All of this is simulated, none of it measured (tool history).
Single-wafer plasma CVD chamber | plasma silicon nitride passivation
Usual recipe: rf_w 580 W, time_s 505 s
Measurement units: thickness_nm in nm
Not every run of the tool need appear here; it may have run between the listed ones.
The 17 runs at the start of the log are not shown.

| run | day | rf_w | time_s | read-back reference wafer on the same gauge, thickness_nm | thickness_nm |
|---|---|---|---|---|---|
| 18 | 12.062 | 520 | 505 | 831.599 | 833.698 |
| 19 | 14.112 | 580 | 505 | 832.452 | 859.231 |
| 20 | 14.475 | 580 | 505 | 832.325 | 862.446 |
| 21 | 14.933 | 580 | 505 | 832.271 | 863.337 |
| 22 | 15.533 | 580 | 600 | 831.185 | 1024.604 |
| 23 | 15.904 | 545 | 505 | 831.46 | 845.262 |
| 24 | 16.617 | 535 | 535 | 831.344 | 892.264 |
|  | 17.612 | showerhead replaced |
| 25 | 17.633 | 525 | 476 | 832.076 | 787.843 |
| 26 | 17.883 | 610 | 600 | 832.392 | 1039.545 |
| 27 | 18.208 | 580 | 585 | 832.465 | 998.069 |
|  | 18.696 | gauge calibrated |
| 28 | 18.825 | 580 | 531 | 832.193 | 907.14 |
| 29 | 19.312 | 525 | 505 | 831.25 | 835.269 |
| 30 | 19.796 | 655 | 543 | 831.944 | 959.433 |
| 31 | 20.054 | 490 | 563 | 831.796 | 913.087 |
| 32 | 21.596 | 625 | 406 | 831.635 | 707.952 |
| 33 | 22.292 | 480 | 450 | 831.574 | 723.305 |
| 34 | 22.962 | 580 | 505 | 832.212 | 862.552 |
| 35 | 23.238 | 580 | 505 | 831.47 | 856.715 |
| 36 | 23.796 | 580 | 477 | 831.233 | 812.979 |
| 37 | 24.892 | 580 | 505 | 832.697 | 862.436 |
| 38 | 25.529 | 475 | 592 | 832.67 | 946.209 |
| 39 | 26.162 | 580 | 505 | 832.143 | 858.753 |
| 40 | 26.621 | 580 | 505 | 832.034 | 861.108 |
| 41 | 27.154 | 580 | 505 | 832.022 | 859.678 |
| 42 | 27.612 | 580 | 505 | 831.705 | 858.619 |

4 ways to go on from here, each from the tool as it stands after run 42. What would each give?
| A | 27.633 | 580 | 505 | ? | ? |
| B | 27.633 | 580 | 556 | ? | ? |
| C | 27.633 | 635 | 505 | ? | ? |
| D | 27.633 | 580 | 595 | ? | ? |

| run | read-back reference wafer on the same gauge, thickness_nm | thickness_nm |
|---|---|---|
| A | 832.066 | 859.744 |
| B | 832.066 | 946.57 |
| C | 832.066 | 883.758 |
| D | 832.066 | 1012.966 |
What these runs would have given with no unlogged condition in the tool:
| run | thickness_nm |
|---|---|
| A | 865.394 |
| B | 952.79 |
| C | 889.566 |
| D | 1019.622 |

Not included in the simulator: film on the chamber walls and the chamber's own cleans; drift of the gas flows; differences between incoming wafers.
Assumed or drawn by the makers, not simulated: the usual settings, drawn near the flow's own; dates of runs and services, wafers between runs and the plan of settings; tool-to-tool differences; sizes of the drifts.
